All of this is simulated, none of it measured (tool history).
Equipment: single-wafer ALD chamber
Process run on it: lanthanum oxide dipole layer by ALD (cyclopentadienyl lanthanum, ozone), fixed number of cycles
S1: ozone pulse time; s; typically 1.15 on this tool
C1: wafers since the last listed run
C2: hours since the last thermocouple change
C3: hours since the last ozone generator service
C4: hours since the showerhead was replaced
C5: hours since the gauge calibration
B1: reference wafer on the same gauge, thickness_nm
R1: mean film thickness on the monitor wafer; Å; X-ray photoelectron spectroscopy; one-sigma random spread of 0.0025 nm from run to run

run	day	S1	C1	C2	C3	C4	C5	B1	R1
1	0	0.81	0	730.8	1299.2	2902.4	864.7	0.411	4.02
2	1.221	0.81	504	760.1	1328.5	2931.7	894	0.412	4.04
3	2.296	1.15	443	785.9	1354.3	2957.5	919.8	0.411	4.79
4	5.692	1.15	1401	867.4	1435.8	3039	1001.3	0.41	4.78
# day 6.054: thermocouple changed; heater temperature recalibrated
5	6.708	1.27	282	15.7	1460.2	3063.4	1025.7	0.411	4.94
6	8.129	0.83	586	49.8	1494.3	3097.5	1059.8	0.411	4.06
7	9.1	0.83	400	73.1	1517.6	3120.8	1083.1	0.411	4.09
# day 9.488: showerhead replaced
8	10.479	1.15	431	106.2	1550.7	23.8	1116.2	0.411	4.77
9	11.804	1.15	547	138	1582.5	55.6	1148	0.411	4.79
10	12.446	1.15	264	153.4	1597.9	71	1163.4	0.411	4.73
11	13.412	1.15	399	176.6	1621.1	94.2	1186.6	0.412	4.79
# day 14.046: gauge calibrated
12	14.479	1.6	440	202.2	1646.7	119.8	10.4	0.411	5.21
13	15.35	1.52	359	223.1	1667.6	140.7	31.3	0.411	5.15
14	16.642	1.47	533	254.1	1698.6	171.7	62.3	0.411	5.14
15	18.133	1.49	615	289.9	1734.4	207.5	98.1	0.411	5.14
16	18.738	1.15	249	304.4	1748.9	222	112.6	0.411	4.76
17	20.058	1.39	545	336.1	1780.6	253.7	144.3	0.411	4.99
# day 21.304: ozone generator serviced
18	21.325	1.15	385	366.5	0.5	284.1	174.7	0.412	4.95
19	22.108	1.45	323	385.3	19.3	302.9	193.5	0.41	5.24
20	23.375	0.77	522	415.7	49.7	333.3	223.9	0.41	4.14
21	24.338	0.8	397	438.8	72.8	356.4	247	0.411	4.2
22	24.867	1.56	218	451.5	85.5	369.1	259.7	0.41	5.28
23	25.804	0.96	387	474	108	391.6	282.2	0.41	4.62
24	26.829	0.78	423	498.6	132.6	416.2	306.8	0.411	4.12
25	27.521	1.4	285	515.2	149.2	432.8	323.4	0.411	5.18
26	28.533	0.77	418	539.5	173.5	457.1	347.7	0.411	4.07
27	29.675	1.01	471	566.9	200.9	484.5	375.1	0.411	4.65
28	30.946	1.15	524	597.4	231.4	515	405.6	0.411	4.86
29	31.533	1.5	242	611.5	245.5	529.1	419.7	0.411	5.23
30	32.896	1.58	562	644.2	278.2	561.8	452.4	0.411	5.23
31	34.35	1.15	600	679.1	313.1	596.7	487.3	0.412	4.83
32	35.146	1.34	328	698.2	332.2	615.8	506.4	0.411	5.07
33	36.212	0.79	440	723.8	357.8	641.4	532	0.41	4.11

5 options for the next run, each taken on its own from the tool as it stands now. Forecast them:
A	36.229	1.15	6	724.2	358.2	641.8	532.4	?	?
B	36.229	0.89	6	724.2	358.2	641.8	532.4	?	?
C	36.229	1.57	6	724.2	358.2	641.8	532.4	?	?
D	36.229	0.75	6	724.2	358.2	641.8	532.4	?	?
E	36.229	0.73	6	724.2	358.2	641.8	532.4	?	?

run	B1	R1
A	0.411	4.88
B	0.411	4.38
C	0.411	5.28
D	0.411	3.97
E	0.411	3.9
Without the tool's hidden state the same runs would have given:
run	R1
A	4.99
B	4.52
C	5.34
D	4.12
E	4.05
